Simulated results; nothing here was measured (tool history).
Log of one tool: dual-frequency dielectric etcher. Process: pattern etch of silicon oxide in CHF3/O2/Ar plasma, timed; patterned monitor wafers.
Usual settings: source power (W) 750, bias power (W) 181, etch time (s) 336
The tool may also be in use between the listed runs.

run   hour  source power (W)  bias power (W)  etch time (s)  wafers since the last listed run  hours since the last wet clean  hours since the last source power generator calibration  hours since the last bias power generator calibration  hours since the last upper electrode change  hours since the gauge calibration  read-back reference wafer on the same gauge, depth_nm  mean etch depth across the wafer (nm)
  1      0               750             181            336                                 0                           470.7                                                   2832.6                                                 1661.9                                       6138.1                              228.8                                                  832.2                                  711.8
  2   24.2               750             181            336                                75                           494.9                                                   2856.8                                                 1686.1                                       6162.3                                253                                                  832.3                                  709.9
  3   36.3               750             181            336                                37                             507                                                   2868.9                                                 1698.2                                       6174.4                              265.1                                                  832.4                                    713
      74.3  -- wet clean of the chamber
  4   74.8               750             181            336                                45                             0.5                                                   2907.4                                                 1736.7                                       6212.9                              303.6                                                  831.5                                  711.9
  5  106.5               750             181          361.5                                99                            32.2                                                   2939.1                                                 1768.4                                       6244.6                              335.3                                                  830.3                                  762.4
  6  130.6               750             181          361.5                                75                            56.3                                                   2963.2                                                 1792.5                                       6268.7                              359.4                                                  829.2                                  764.4
       185  -- upper electrode replaced
  7  185.5               750             181          283.5                                96                           111.2                                                   3018.1                                                 1847.4                                          0.5                              414.3                                                  828.2                                  597.9
  8    186               750             181          283.5                                 1                           111.7                                                   3018.6                                                 1847.9                                            1                              414.8                                                  827.7                                    596
  9  217.1               750             181          283.5                                97                           142.8                                                   3049.7                                                   1879                                         32.1                              445.9                                                  827.2                                  598.8
 10  245.2               750             181            336                                88                           170.9                                                   3077.8                                                 1907.1                                         60.2                                474                                                  826.5                                  706.8
     254.4  -- source power generator calibrated
 11    259               750             181            336                                30                           184.7                                                      4.6                                                 1920.9                                           74                              487.8                                                  825.7                                  708.4
     270.7  -- bias power generator calibrated
 12  290.4               750             181            336                                85                           216.1                                                       36                                                   19.7                                        105.4                              519.2                                                  825.4                                  703.2
 13  324.5               750             181          357.5                               106                           250.2                                                     70.1                                                   53.8                                        139.5                              553.3                                                  824.2                                  749.1
 14  341.9               750             181          357.5                                54                           267.6                                                     87.5                                                   71.2                                        156.9                              570.7                                                    823                                  748.2
 15  364.6               620             181          412.5                                71                           290.3                                                    110.2                                                   93.9                                        179.6                              593.4                                                  822.8                                  791.4
 16  421.2               750             149            336                               177                           346.9                                                    166.8                                                  150.5                                        236.2                                650                                                  821.2                                  638.6
 17  453.6               690             181            409                               101                           379.3                                                    199.2                                                  182.9                                        268.6                              682.4                                                  820.4                                  824.6
 18    503               640             181          237.5                               154                           428.7                                                    248.6                                                  232.3                                          318                              731.8                                                  818.9                                  460.7
 19  518.3               750             181            336                                47                             444                                                    263.9                                                  247.6                                        333.3                              747.1                                                  818.6                                  699.9
 20  538.3               640             223            336                                62                             464                                                    283.9                                                  267.6                                        353.3                              767.1                                                  817.5                                  720.6
 21    557               810             181          415.5                                58                           482.7                                                    302.6                                                  286.3                                          372                              785.8                                                  817.6                                  897.6
     570.3  -- gauge calibrated
     581.2  -- wet clean of the chamber
 22  581.7               640             181          254.5                                 2                             0.5                                                    327.3                                                    311                                        396.7                               11.4                                                  840.4                                  506.2
 23  605.5               690             137            301                                74                            24.3                                                    351.1                                                  334.8                                        420.5                               35.2                                                  839.1                                  540.3
 24  630.2               750             181            336                                77                              49                                                    375.8                                                  359.5                                        445.2                               59.9                                                  838.7                                  719.3
 25  653.7               750             181            336                                73                            72.5                                                    399.3                                                    383                                        468.7                               83.4                                                  838.6                                  716.3
 26  681.2               600             152          423.5                                86                             100                                                    426.8                                                  410.5                                        496.2                              110.9                                                  837.8                                    745
 27  694.3               810             181          382.5                                41                           113.1                                                    439.9                                                  423.6                                        509.3                                124                                                    837                                  842.2
 28  706.5               750             181            336                                38                           125.3                                                    452.1                                                  435.8                                        521.5                              136.2                                                  837.1                                  713.2
 29  737.1               750             181            304                                95                           155.9                                                    482.7                                                  466.4                                        552.1                              166.8                                                  835.7                                  648.8
 30  758.7               750             181            336                                67                           177.5                                                    504.3                                                    488                                        573.7                              188.4                                                  835.4                                    713
 31  772.6               830             212            410                                43                           191.4                                                    518.2                                                  501.9                                        587.6                              202.3                                                  835.2                                  983.5

The tool's hidden state at each run:
etch rate over this chamber's usual, %: 0 in every run
source power that arrives over what is set, %: 0 in every run
bias power that arrives over what is set, %: 0 in every run
H1: gauge reads high (%)
run       H1
  1   -0.697
  2   -0.779
  3   -0.819
  4   -0.949
  5    -1.06
  6    -1.14
  7    -1.32
  8    -1.32
  9    -1.43
 10    -1.52
 11    -1.57
 12    -1.68
 13    -1.79
 14    -1.85
 15    -1.93
 16    -2.12
 17    -2.23
 18    -2.39
 19    -2.45
 20    -2.51
 21    -2.58
 22    0.122
 23   0.0415
 24  -0.0419
 25   -0.121
 26   -0.214
 27   -0.258
 28   -0.299
 29   -0.403
 30   -0.475
 31   -0.522
